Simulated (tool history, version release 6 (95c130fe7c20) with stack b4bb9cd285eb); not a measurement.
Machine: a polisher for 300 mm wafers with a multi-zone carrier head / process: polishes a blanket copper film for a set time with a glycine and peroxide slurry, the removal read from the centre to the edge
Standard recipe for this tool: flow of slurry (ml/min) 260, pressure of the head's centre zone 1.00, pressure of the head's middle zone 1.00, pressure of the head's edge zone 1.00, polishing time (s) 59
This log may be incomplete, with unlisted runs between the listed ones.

run	hour	flow of slurry (ml/min)	pressure of the head's centre zone	pressure of the head's middle zone	pressure of the head's edge zone	polishing time (s)	wafers since the last listed run	wafers polished on this pad	hours since the slurry nozzle was cleaned	hours since the centre zone pressure was calibrated	hours since the edge zone pressure was calibrated	hours since the carrier head's membrane was replaced	incoming thickness of the incoming film, nm	film removed at the wafer's centre (Å)	film removed at mid-radius (Å)	film removed at the wafer's edge (Å)
1	0.0	260	1.00	1.00	1.05	59	0	457	676.6	843.8	14.2	1153.1	1047.2	2811	3056	3081
2	17.4	260	1.00	1.00	1.05	59	243	701	694.0	861.2	31.6	1170.5	1037.2	2749	3051	3051
3	40.1	260	1.00	1.00	1.05	59	318	1019	716.7	883.9	54.3	1193.2	1034.5	2779	3080	3051
4	51.2	260	1.00	1.00	1.00	59	155	1174	727.8	895.0	65.4	1204.3	1012.6	2746	3041	2965
# hour 58.4: slurry nozzle cleaned
5	63.2	260	1.00	1.00	1.00	59	154	1328	4.8	907.0	77.4	1216.3	1013.7	2716	3029	3046
# hour 76.8: worn pad replaced by a new one
6	80.5	260	1.00	1.00	1.00	59	186	52	22.1	924.3	94.7	1233.6	1031.3	2751	3012	3011
7	88.1	260	1.00	1.00	1.00	59	106	158	29.7	931.9	102.3	1241.2	1046.5	2701	2967	2973
8	100.3	290	1.06	0.91	1.00	59	170	329	41.9	944.1	114.5	1253.4	1018.0	2906	2838	3067
# hour 118.5: centre zone pressure recalibrated
9	119.0	285	1.00	0.94	1.00	59	234	563	60.6	0.5	133.2	1272.1	1042.6	3121	2964	3013
10	132.9	260	1.00	1.00	1.05	59	194	758	74.5	14.4	147.1	1286.0	1020.7	3094	2997	3081
# hour 141.1: carrier head's membrane replaced by a new one
11	145.6	260	0.94	1.00	0.93	59	107	866	87.2	27.1	159.8	4.5	1040.0	2879	2958	2873
# hour 181.7: worn pad replaced by a new one
12	182.2	260	1.00	0.93	1.00	40	456	7	123.8	63.7	196.4	41.1	1033.9	2046	1969	1998
13	186.1	325	0.94	1.10	1.00	59	54	62	127.7	67.6	200.3	45.0	1041.7	2992	3363	2996
14	203.2	260	1.00	1.05	1.00	53	239	301	144.8	84.7	217.4	62.1	1012.8	2786	2775	2689
15	220.1	260	1.04	1.04	0.94	59	236	538	161.7	101.6	234.3	79.0	1023.8	3188	3106	2909
16	237.6	260	1.00	1.00	1.00	80	245	783	179.2	119.1	251.8	96.5	1031.6	4140	4038	4065
17	253.8	260	1.08	1.06	1.00	66	227	1011	195.4	135.3	268.0	112.7	1010.9	3600	3493	3298
# hour 268.5: worn pad replaced by a new one
18	269.0	260	0.97	0.95	1.00	59	156	6	210.6	150.5	283.2	127.9	1016.6	3027	2920	2971
19	282.7	260	1.00	1.00	0.95	74	192	198	224.3	164.2	296.9	141.6	1034.8	3844	3806	3669
20	299.8	260	1.00	1.00	1.00	59	239	438	241.4	181.3	314.0	158.7	1035.6	3109	3033	2984
21	310.0	260	1.00	1.00	1.00	59	142	581	251.6	191.5	324.2	168.9	1027.1	3016	2977	2960
22	319.7	210	1.00	1.00	1.00	59	135	717	261.3	201.2	333.9	178.6	1028.9	2966	2942	2967
23	327.4	295	0.88	0.97	1.08	59	107	825	269.0	208.9	341.6	186.3	1031.5	2720	3006	3129

Consider 3 possible next runs. They are alternatives, not a sequence: every one starts from the tool as it was left by run 23. What does each give?
A	327.8	260	1.00	1.00	1.00	77	5	831	269.4	209.3	342.0	186.7	1028.2	?	?	?
B	327.8	260	1.00	1.00	1.00	47	5	831	269.4	209.3	342.0	186.7	1028.2	?	?	?
C	327.8	260	0.92	1.00	1.00	59	5	831	269.4	209.3	342.0	186.7	1028.2	?	?	?

run	film removed at the wafer's centre (Å)	film removed at mid-radius (Å)	film removed at the wafer's edge (Å)
A	4051	3952	3901
B	2473	2412	2381
C	2854	3029	2989
Stripped of hidden state, with their random variation kept, the same runs would have yielded:
run	film removed at the wafer's centre (Å)	film removed at mid-radius (Å)	film removed at the wafer's edge (Å)
A	4044	3952	3901
B	2469	2412	2381
C	2849	3030	2989
